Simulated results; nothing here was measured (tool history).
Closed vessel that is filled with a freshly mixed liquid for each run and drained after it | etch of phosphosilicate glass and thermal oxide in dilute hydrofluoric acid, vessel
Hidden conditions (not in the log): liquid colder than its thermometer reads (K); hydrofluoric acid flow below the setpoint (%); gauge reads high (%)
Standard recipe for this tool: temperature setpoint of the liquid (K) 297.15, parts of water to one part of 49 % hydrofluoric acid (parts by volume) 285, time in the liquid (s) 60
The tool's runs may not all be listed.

| run | day | temperature setpoint of the liquid (K) | parts of water to one part of 49 % hydrofluoric acid (parts by volume) | time in the liquid (s) | wafers since the last listed run | hours since the thermometer was replaced | hours since the hydrofluoric acid flow meter was replaced | hours since the gauge calibration | read-back film thickness of the phosphosilicate glass reference wafer, read on the same gauge (nm) | read-back film thickness of the thermal oxide reference wafer, read on the same gauge (nm) | thickness taken off the phosphosilicate glass on a monitor wafer (angstrom) | thickness taken off the thermal oxide on a monitor wafer (angstrom) |
|---|---|---|---|---|---|---|---|---|---|---|---|---|
| 1 | 0.000 | 297.15 | 285 | 60 | 0 | 398.3 | 1174.3 | 2.6 | 80.01 | 70.015 | 256.6 | 5.24 |
| 2 | 0.492 | 297.15 | 285 | 60 | 1687 | 410.1 | 1186.1 | 14.4 | 79.99 | 69.984 | 256.8 | 4.89 |
| 3 | 1.162 | 294.65 | 285 | 60 | 2302 | 426.2 | 1202.2 | 30.5 | 79.97 | 70.004 | 231.6 | 5.09 |
| 4 | 1.696 | 294.65 | 285 | 60 | 1830 | 439.0 | 1215.0 | 43.3 | 80.02 | 70.000 | 230.5 | 5.11 |
| 5 | 1.975 | 297.15 | 340 | 60 | 958 | 445.7 | 1221.7 | 50.0 | 79.97 | 69.993 | 199.9 | 3.99 |
| 6 | 2.692 | 297.15 | 285 | 60 | 2459 | 462.9 | 1238.9 | 67.2 | 79.98 | 69.974 | 250.8 | 5.63 |
| 7 | 3.083 | 297.15 | 285 | 60 | 1344 | 472.3 | 1248.3 | 76.6 | 80.00 | 69.965 | 251.7 | 5.21 |
| 8 | 3.529 | 297.15 | 285 | 60 | 1530 | 483.0 | 1259.0 | 87.3 | 79.98 | 69.971 | 250.2 | 5.12 |

The next listed run, before its measurement:
| 9 | 4.042 | 297.15 | 285 | 60 | 1758 | 495.3 | 1271.3 | 99.6 | ? | ? | ? | ? |

{"run 9": {"read-back film thickness of the phosphosilicate glass reference wafer, read on the same gauge (nm)": 80.0, "read-back film thickness of the thermal oxide reference wafer, read on the same gauge (nm)": 69.985, "thickness taken off the phosphosilicate glass on a monitor wafer (angstrom)": 250.2, "thickness taken off the thermal oxide on a monitor wafer (angstrom)": 5.79}}
On a tool with no hidden condition, and with the same random variation, this run would have come out at thickness taken off the phosphosilicate glass on a monitor wafer (angstrom) 330.5, thickness taken off the thermal oxide on a monitor wafer (angstrom) 7.64.
